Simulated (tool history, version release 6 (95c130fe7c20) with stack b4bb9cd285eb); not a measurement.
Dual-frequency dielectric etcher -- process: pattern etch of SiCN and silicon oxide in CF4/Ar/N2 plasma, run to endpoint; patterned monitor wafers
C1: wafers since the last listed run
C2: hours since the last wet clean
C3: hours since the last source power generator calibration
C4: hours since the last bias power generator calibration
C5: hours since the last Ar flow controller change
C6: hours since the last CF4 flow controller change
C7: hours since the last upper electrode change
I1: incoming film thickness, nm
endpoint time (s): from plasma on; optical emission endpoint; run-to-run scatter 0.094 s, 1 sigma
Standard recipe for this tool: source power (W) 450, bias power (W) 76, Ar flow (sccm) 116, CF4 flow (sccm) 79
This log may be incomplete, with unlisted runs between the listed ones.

Run 1, hour 0.0: usual settings but source power (W) 410; C1 0; C2 67.3; C3 2832.3; C4 2619.7; C5 382.7; C6 5417.6; C7 3589.7; I1 17.67. Result: endpoint time (s) 22.3.
At hour 29.0: CF4 flow controller replaced.
Run 2, hour 82.1: usual settings but source power (W) 540; C1 634; C2 149.4; C3 2914.4; C4 2701.8; C5 464.8; C6 53.1; C7 3671.8; I1 17.63. Result: endpoint time (s) 18.4.
Run 3, hour 139.3: usual settings; C1 476; C2 206.6; C3 2971.6; C4 2759.0; C5 522.0; C6 110.3; C7 3729.0; I1 17.42. Result: endpoint time (s) 20.6.
Run 4, hour 227.0: usual settings; C1 731; C2 294.3; C3 3059.3; C4 2846.7; C5 609.7; C6 198.0; C7 3816.7; I1 17.65. Result: endpoint time (s) 20.7.
Run 5, hour 287.8: usual settings; C1 506; C2 355.1; C3 3120.1; C4 2907.5; C5 670.5; C6 258.8; C7 3877.5; I1 17.64. Result: endpoint time (s) 20.8.
Run 6, hour 350.9: usual settings but source power (W) 390; C1 526; C2 418.2; C3 3183.2; C4 2970.6; C5 733.6; C6 321.9; C7 3940.6; I1 17.67. Result: endpoint time (s) 23.2.
At hour 360.4: bias power generator calibrated.
At hour 399.6: wet clean of the chamber.
Run 7, hour 428.1: usual settings; C1 410; C2 28.5; C3 3260.4; C4 67.7; C5 810.8; C6 399.1; C7 4017.8; I1 17.54. Result: endpoint time (s) 21.0.
At hour 488.5: source power generator calibrated.
Run 8, hour 532.0: usual settings but source power (W) 530, Ar flow (sccm) 91; C1 833; C2 132.4; C3 43.5; C4 171.6; C5 914.7; C6 503.0; C7 4121.7; I1 17.49. Result: endpoint time (s) 17.8.
Run 9, hour 598.0: usual settings but source power (W) 540; C1 550; C2 198.4; C3 109.5; C4 237.6; C5 980.7; C6 569.0; C7 4187.7; I1 17.65. Result: endpoint time (s) 18.7.
Run 10, hour 652.2: usual settings but bias power (W) 89; C1 451; C2 252.6; C3 163.7; C4 291.8; C5 1034.9; C6 623.2; C7 4241.9; I1 17.36. Result: endpoint time (s) 20.1.
At hour 696.0: upper electrode replaced.
Run 11, hour 699.7: usual settings but bias power (W) 61, CF4 flow (sccm) 67; C1 195; C2 300.1; C3 211.2; C4 339.3; C5 1082.4; C6 670.7; C7 3.7; I1 17.61. Result: endpoint time (s) 23.6.
Run 12, hour 785.4: usual settings but source power (W) 400, bias power (W) 89; C1 714; C2 385.8; C3 296.9; C4 425.0; C5 1168.1; C6 756.4; C7 89.4; I1 17.64. Result: endpoint time (s) 22.3.
Run 13, hour 868.3: usual settings but source power (W) 420, bias power (W) 65; C1 691; C2 468.7; C3 379.8; C4 507.9; C5 1251.0; C6 839.3; C7 172.3; I1 17.75. Result: endpoint time (s) 23.7.
At hour 901.2: wet clean of the chamber.
Run 14, hour 973.7: usual settings; C1 678; C2 72.5; C3 485.2; C4 613.3; C5 1356.4; C6 944.7; C7 277.7; I1 17.57. Result: endpoint time (s) 21.2.
Run 15, hour 1014.7: usual settings but Ar flow (sccm) 126; C1 341; C2 113.5; C3 526.2; C4 654.3; C5 1397.4; C6 985.7; C7 318.7; I1 17.70. Result: endpoint time (s) 21.8.
At hour 1043.4: source power generator calibrated, repeated, since the last time left the tool worse.
At hour 1057.0: Ar flow controller replaced.
Run 16, hour 1147.7: usual settings but source power (W) 500, bias power (W) 93, Ar flow (sccm) 89, CF4 flow (sccm) 61; C1 1025; C2 246.5; C3 104.3; C4 787.3; C5 90.7; C6 1118.7; C7 451.7; I1 17.55. Result: endpoint time (s) 18.3.
Run 17, hour 1235.0: usual settings but bias power (W) 62; C1 727; C2 333.8; C3 191.6; C4 874.6; C5 178.0; C6 1206.0; C7 539.0; I1 17.62. Result: endpoint time (s) 21.5.
Run 18, hour 1290.0: usual settings but Ar flow (sccm) 105, CF4 flow (sccm) 92; C1 458; C2 388.8; C3 246.6; C4 929.6; C5 233.0; C6 1261.0; C7 594.0; I1 17.56. Result: endpoint time (s) 19.5.
Run 19, hour 1376.7: usual settings but source power (W) 400, Ar flow (sccm) 98, CF4 flow (sccm) 66; C1 722; C2 475.5; C3 333.3; C4 1016.3; C5 319.7; C6 1347.7; C7 680.7; I1 17.28. Result: endpoint time (s) 22.2.

Run 20, settings as shown, results not yet in. Your forecast:
Run 20, hour 1432.7: usual settings; C1 466; C2 531.5; C3 389.3; C4 1072.3; C5 375.7; C6 1403.7; C7 736.7; I1 17.56. Result: endpoint time (s) ?.

Run 20 gave endpoint time (s) 20.6.
On a tool with no hidden condition, and with the same random variation, this run would have come out at endpoint time (s) 20.4.
